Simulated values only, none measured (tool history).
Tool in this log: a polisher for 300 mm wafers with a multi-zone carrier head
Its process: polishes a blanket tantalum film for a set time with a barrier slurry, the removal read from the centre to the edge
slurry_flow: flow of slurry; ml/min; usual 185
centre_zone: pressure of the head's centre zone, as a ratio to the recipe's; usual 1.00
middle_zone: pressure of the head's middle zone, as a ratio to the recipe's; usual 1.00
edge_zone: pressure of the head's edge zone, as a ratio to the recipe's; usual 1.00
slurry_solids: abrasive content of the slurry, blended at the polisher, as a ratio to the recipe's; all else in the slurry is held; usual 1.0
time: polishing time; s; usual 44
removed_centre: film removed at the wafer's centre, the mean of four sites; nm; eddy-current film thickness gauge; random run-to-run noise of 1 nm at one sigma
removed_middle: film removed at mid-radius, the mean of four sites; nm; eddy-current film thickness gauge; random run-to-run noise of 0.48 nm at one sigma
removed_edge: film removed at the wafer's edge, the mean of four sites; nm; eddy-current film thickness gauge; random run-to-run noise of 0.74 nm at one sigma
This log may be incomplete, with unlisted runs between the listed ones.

| run | hour | slurry_flow | centre_zone | middle_zone | edge_zone | slurry_solids | time | wafers since the last listed run | wafers polished on this pad | hours since the slurry nozzle was cleaned | hours since the centre zone pressure was calibrated | hours since the edge zone pressure was calibrated | hours since the carrier head's membrane was replaced | incoming thickness of the incoming film, nm | removed_centre | removed_middle | removed_edge |
|---|---|---|---|---|---|---|---|---|---|---|---|---|---|---|---|---|---|
| 1 | 0.0 | 185 | 0.92 | 1.00 | 1.00 | 1.0 | 44 | 0 | 52 | 433.4 | 803.9 | 1067.9 | 836.9 | 252.7 | 60.2 | 75.9 | 74.7 |
| 2 | 11.6 | 185 | 1.00 | 1.00 | 1.00 | 1.0 | 44 | 115 | 168 | 445.0 | 815.5 | 1079.5 | 848.5 | 246.7 | 65.1 | 76.4 | 75.6 |
| 3 | 20.0 | 185 | 1.00 | 1.00 | 1.00 | 1.0 | 44 | 83 | 252 | 453.4 | 823.9 | 1087.9 | 856.9 | 246.3 | 65.6 | 76.1 | 75.4 |
| 4 | 31.5 | 185 | 1.00 | 1.00 | 1.00 | 1.0 | 44 | 114 | 367 | 464.9 | 835.4 | 1099.4 | 868.4 | 250.0 | 65.1 | 76.4 | 76.2 |
| 5 | 38.6 | 185 | 1.00 | 1.00 | 1.00 | 1.0 | 44 | 70 | 438 | 472.0 | 842.5 | 1106.5 | 875.5 | 251.8 | 64.8 | 76.5 | 75.3 |
|  | 48.5 | centre zone pressure recalibrated |
| 6 | 51.0 | 185 | 1.00 | 1.00 | 1.00 | 1.0 | 44 | 103 | 542 | 484.4 | 2.5 | 1118.9 | 887.9 | 247.7 | 75.4 | 75.9 | 74.6 |
|  | 58.9 | edge zone pressure recalibrated |
| 7 | 65.6 | 185 | 1.00 | 1.00 | 1.00 | 1.0 | 44 | 125 | 667 | 499.0 | 17.1 | 6.7 | 902.5 | 248.1 | 75.8 | 76.3 | 75.1 |
|  | 80.7 | slurry nozzle cleaned |
|  | 82.6 | worn pad replaced by a new one |
| 8 | 83.1 | 185 | 1.00 | 1.00 | 1.00 | 1.0 | 44 | 146 | 5 | 2.4 | 34.6 | 24.2 | 920.0 | 250.6 | 75.3 | 76.4 | 76.2 |
| 9 | 93.8 | 185 | 1.00 | 1.00 | 1.00 | 1.0 | 44 | 106 | 112 | 13.1 | 45.3 | 34.9 | 930.7 | 249.2 | 73.9 | 76.1 | 74.9 |
| 10 | 109.8 | 185 | 1.00 | 1.00 | 1.00 | 1.0 | 31 | 159 | 272 | 29.1 | 61.3 | 50.9 | 946.7 | 248.6 | 53.3 | 53.0 | 53.6 |
| 11 | 115.9 | 215 | 0.97 | 1.00 | 1.00 | 1.1 | 37 | 60 | 333 | 35.2 | 67.4 | 57.0 | 952.8 | 251.5 | 65.0 | 66.7 | 66.6 |
| 12 | 129.3 | 185 | 1.00 | 1.00 | 0.91 | 1.0 | 31 | 133 | 466 | 48.6 | 80.8 | 70.4 | 966.2 | 252.7 | 54.6 | 53.4 | 52.1 |
| 13 | 140.2 | 135 | 0.90 | 1.00 | 1.07 | 1.0 | 44 | 108 | 575 | 59.5 | 91.7 | 81.3 | 977.1 | 248.5 | 65.5 | 73.0 | 77.1 |
| 14 | 146.5 | 155 | 0.93 | 1.00 | 1.00 | 0.8 | 58 | 62 | 638 | 65.8 | 98.0 | 87.6 | 983.4 | 248.3 | 84.0 | 90.7 | 91.3 |
|  | 153.1 | carrier head's membrane replaced by a new one |
| 15 | 160.6 | 240 | 0.96 | 1.00 | 1.00 | 1.0 | 44 | 90 | 729 | 79.9 | 112.1 | 101.7 | 7.5 | 248.2 | 74.1 | 78.3 | 77.1 |
|  | 172.3 | worn pad replaced by a new one |
| 16 | 172.8 | 185 | 1.04 | 1.00 | 1.00 | 1.0 | 44 | 81 | 4 | 92.1 | 124.3 | 113.9 | 19.7 | 253.0 | 79.0 | 76.4 | 76.1 |
| 17 | 182.3 | 185 | 1.00 | 1.00 | 1.00 | 1.0 | 44 | 94 | 99 | 101.6 | 133.8 | 123.4 | 29.2 | 250.1 | 75.3 | 75.8 | 75.3 |
| 18 | 205.5 | 125 | 1.00 | 1.00 | 1.07 | 1.3 | 44 | 231 | 331 | 124.8 | 157.0 | 146.6 | 52.4 | 254.6 | 77.7 | 77.7 | 81.5 |
| 19 | 219.9 | 185 | 1.05 | 1.00 | 1.11 | 1.0 | 44 | 143 | 475 | 139.2 | 171.4 | 161.0 | 66.8 | 251.2 | 79.4 | 76.2 | 80.0 |
| 20 | 235.1 | 235 | 1.00 | 1.00 | 1.08 | 1.0 | 44 | 151 | 627 | 154.4 | 186.6 | 176.2 | 82.0 | 251.5 | 77.0 | 77.8 | 79.2 |
| 21 | 248.8 | 185 | 0.94 | 1.00 | 1.00 | 1.0 | 44 | 136 | 764 | 168.1 | 200.3 | 189.9 | 95.7 | 251.3 | 69.1 | 75.3 | 75.5 |
| 22 | 265.2 | 185 | 1.00 | 1.00 | 1.00 | 1.0 | 44 | 163 | 928 | 184.5 | 216.7 | 206.3 | 112.1 | 248.7 | 74.8 | 76.0 | 75.0 |

Selected run-to-run steps in removed_centre, each split into two signed amounts: the part the tool would show with no hidden state at all (from settings, incoming material and random variation), and the remainder, which goes to the hidden state together with any gauge scatter not common to the measured and the hidden-state-free results:
Hidden conditions of the tool in this case: removal rate lost through wear of the pad, %; slurry flow missing at the pad, %; deviation of the centre zone's pressure from its setpoint, %; deviation of the edge zone's pressure from its setpoint, %.
Run 1 -> 2: centre_zone 0.92 -> 1.00. removed_centre +4.9 nm: hidden state -1.0, all else +5.9.
Run 5 -> 6: centre zone pressure recalibrated. removed_centre +10.6 nm: hidden state +11.2, all else -0.6.
Run 9 -> 10: time 44 -> 31. removed_centre -20.6 nm: hidden state +0.0, all else -20.6.
Run 13 -> 14: slurry_flow 135 -> 155, centre_zone 0.90 -> 0.93, edge_zone 1.07 -> 1.00, slurry_solids 1.0 -> 0.8, time 44 -> 58. removed_centre +18.5 nm: hidden state -0.1, all else +18.6.

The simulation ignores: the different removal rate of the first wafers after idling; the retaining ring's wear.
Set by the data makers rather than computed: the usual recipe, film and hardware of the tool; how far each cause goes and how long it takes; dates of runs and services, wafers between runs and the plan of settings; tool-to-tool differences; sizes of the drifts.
